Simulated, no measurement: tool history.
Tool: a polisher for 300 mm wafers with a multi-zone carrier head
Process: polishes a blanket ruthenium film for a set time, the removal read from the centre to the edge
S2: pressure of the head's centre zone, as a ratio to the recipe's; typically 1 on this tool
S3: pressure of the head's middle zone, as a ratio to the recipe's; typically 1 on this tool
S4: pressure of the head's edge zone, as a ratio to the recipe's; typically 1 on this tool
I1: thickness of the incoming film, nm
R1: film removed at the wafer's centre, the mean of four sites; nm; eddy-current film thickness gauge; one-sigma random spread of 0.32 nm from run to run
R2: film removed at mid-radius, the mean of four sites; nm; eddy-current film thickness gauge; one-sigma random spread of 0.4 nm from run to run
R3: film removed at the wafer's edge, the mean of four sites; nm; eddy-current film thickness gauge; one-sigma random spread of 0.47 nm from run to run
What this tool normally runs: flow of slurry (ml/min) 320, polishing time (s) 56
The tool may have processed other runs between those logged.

run 1 day=0 | flow_of_slurry_(ml/min)=320 S2=1 S3=1 S4=1 polishing_time_(s)=56 | I1=250.9 | R1=41.4 R2=40.8 R3=39.9
run 2 day=2.221 | flow_of_slurry_(ml/min)=320 S2=1 S3=1 S4=1 polishing_time_(s)=56 | I1=247 | R1=41.7 R2=41.9 R3=39.8
run 3 day=2.833 | flow_of_slurry_(ml/min)=320 S2=1 S3=1 S4=1 polishing_time_(s)=56 | I1=248.8 | R1=41.3 R2=41.9 R3=40.5
-- day=3.55 worn pad replaced by a new one
-- day=3.629 edge zone pressure recalibrated
run 4 day=3.967 | flow_of_slurry_(ml/min)=320 S2=1 S3=1 S4=1 polishing_time_(s)=56 | I1=250.9 | R1=41.5 R2=41.9 R3=41.3
-- day=4.221 carrier head's membrane replaced by a new one
run 5 day=4.542 | flow_of_slurry_(ml/min)=320 S2=1 S3=1 S4=1 polishing_time_(s)=56 | I1=252.7 | R1=41.4 R2=41.6 R3=40
-- day=4.95 centre zone pressure recalibrated
run 6 day=5.079 | flow_of_slurry_(ml/min)=320 S2=1 S3=1 S4=1 polishing_time_(s)=56 | I1=252.7 | R1=41.4 R2=41.3 R3=40
-- day=5.346 slurry nozzle cleaned
run 7 day=5.367 | flow_of_slurry_(ml/min)=320 S2=1 S3=1 S4=1 polishing_time_(s)=56 | I1=254 | R1=41.1 R2=42.1 R3=40.2
run 8 day=5.779 | flow_of_slurry_(ml/min)=320 S2=1 S3=1 S4=1 polishing_time_(s)=56 | I1=252.1 | R1=41.4 R2=42.1 R3=40.6
run 9 day=6.179 | flow_of_slurry_(ml/min)=245 S2=1 S3=1 S4=1 polishing_time_(s)=36 | I1=249.6 | R1=26 R2=26.4 R3=25.6

Expected results for the next run?
-- day=6.625 worn pad replaced by a new one
run 10 day=6.696 | flow_of_slurry_(ml/min)=250 S2=1 S3=1 S4=1 polishing_time_(s)=56 | I1=254.6 | R1=? R2=? R3=?

Run 10 came out at R1 40.8 nm, R2 40.7 nm, R3 39.7 nm.
The same run, on a tool lacking any hidden state, would have yielded R1 40.8 nm, R2 40.7 nm, R3 39.7 nm.
